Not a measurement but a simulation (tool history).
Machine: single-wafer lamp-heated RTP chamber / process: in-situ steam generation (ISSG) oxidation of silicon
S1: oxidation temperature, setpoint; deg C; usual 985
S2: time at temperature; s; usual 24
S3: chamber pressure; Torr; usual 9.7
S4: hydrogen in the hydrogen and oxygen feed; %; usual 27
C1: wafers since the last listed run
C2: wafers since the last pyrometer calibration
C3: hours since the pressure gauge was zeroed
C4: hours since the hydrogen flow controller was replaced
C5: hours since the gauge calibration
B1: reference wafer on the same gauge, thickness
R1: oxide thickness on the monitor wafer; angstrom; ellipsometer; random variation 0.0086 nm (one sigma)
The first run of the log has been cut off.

run     day   S1  S2    S3  S4    C1    C2      C3      C4      C5     B1     R1
  2   3.188  985  18   9.7  27   515  3911  4292.0  5029.7  1035.8  5.579  50.95
  3   7.408  985  18   9.7  27   682  4593  4393.3  5131.0  1137.1  5.580  50.91
  4  10.183  985  24   9.7  27   448  5042  4459.9  5197.6  1203.7  5.580  58.09
     17.221  -- pyrometer window cleaned and pyrometer calibrated
  5  18.608  985  24  10.2  27  1308   224  4662.1  5399.8  1405.9  5.578  57.00
  6  22.483  985  24   9.7  27   626   851  4755.1  5492.8  1498.9  5.580  57.71
     24.012  -- pressure gauge zeroed
  7  24.875  985  24   9.7  27   332  1183    20.7  5550.2  1556.3  5.580  57.35
  8  28.458  985  24   9.7  27   579  1763   106.7  5636.2  1642.3  5.580  57.44
     36.767  -- gauge calibrated
  9  37.225  985  24   9.7  27  1417  3181   317.1  5846.6    11.0  5.578  57.51
 10  39.500  985  24   9.7  27   367  3548   371.7  5901.2    65.6  5.580  57.54
 11  42.821  985  24   9.7  27   537  4085   451.4  5980.9   145.3  5.580  57.63
 12  45.446  992  19   9.7  27   424  4510   514.4  6043.9   208.3  5.578  53.39
 13  49.662  985  24   9.7  27   681  5192   615.6  6145.1   309.5  5.578  57.65
     50.317  -- hydrogen flow controller replaced
 14  51.450  985  24   9.7  21   235  5427   658.5    27.2   352.4  5.581  54.84
 15  55.250  969  24   8.9  23   614  6041   749.7   118.4   443.6  5.578  53.11
 16  57.862  998  24  10.2  22   422  6464   812.4   181.1   506.3  5.581  57.91
 17  60.296  985  24   9.3  27   393  6857   870.8   239.5   564.7  5.583  58.33
     61.375  -- pyrometer window cleaned and pyrometer calibrated
 18  63.900  985  15   8.3  27   528   408   957.3   326.0   651.2  5.580  47.82
 19  68.875  985  24   9.7  27   804  1212  1076.7   445.4   770.6  5.580  57.37
 20  72.758  985  24   9.7  27   627  1840  1169.9   538.6   863.8  5.579  57.54
 21  76.929  985  30   9.7  27   674  2514  1270.0   638.7   963.9  5.581  64.02
 22  85.338  985  29   8.2  27  1359  3874  1471.8   840.5  1165.7  5.582  64.35

Expected results for the next run?
 23  89.671  985  24  10.2  24  700  4575  1575.8  944.5  1269.7   ?   ?

{"run 23": {"B1": 5.58, "R1": 55.75}}
Had the tool carried no hidden state, the very same run would have given R1 55.17 angstrom.

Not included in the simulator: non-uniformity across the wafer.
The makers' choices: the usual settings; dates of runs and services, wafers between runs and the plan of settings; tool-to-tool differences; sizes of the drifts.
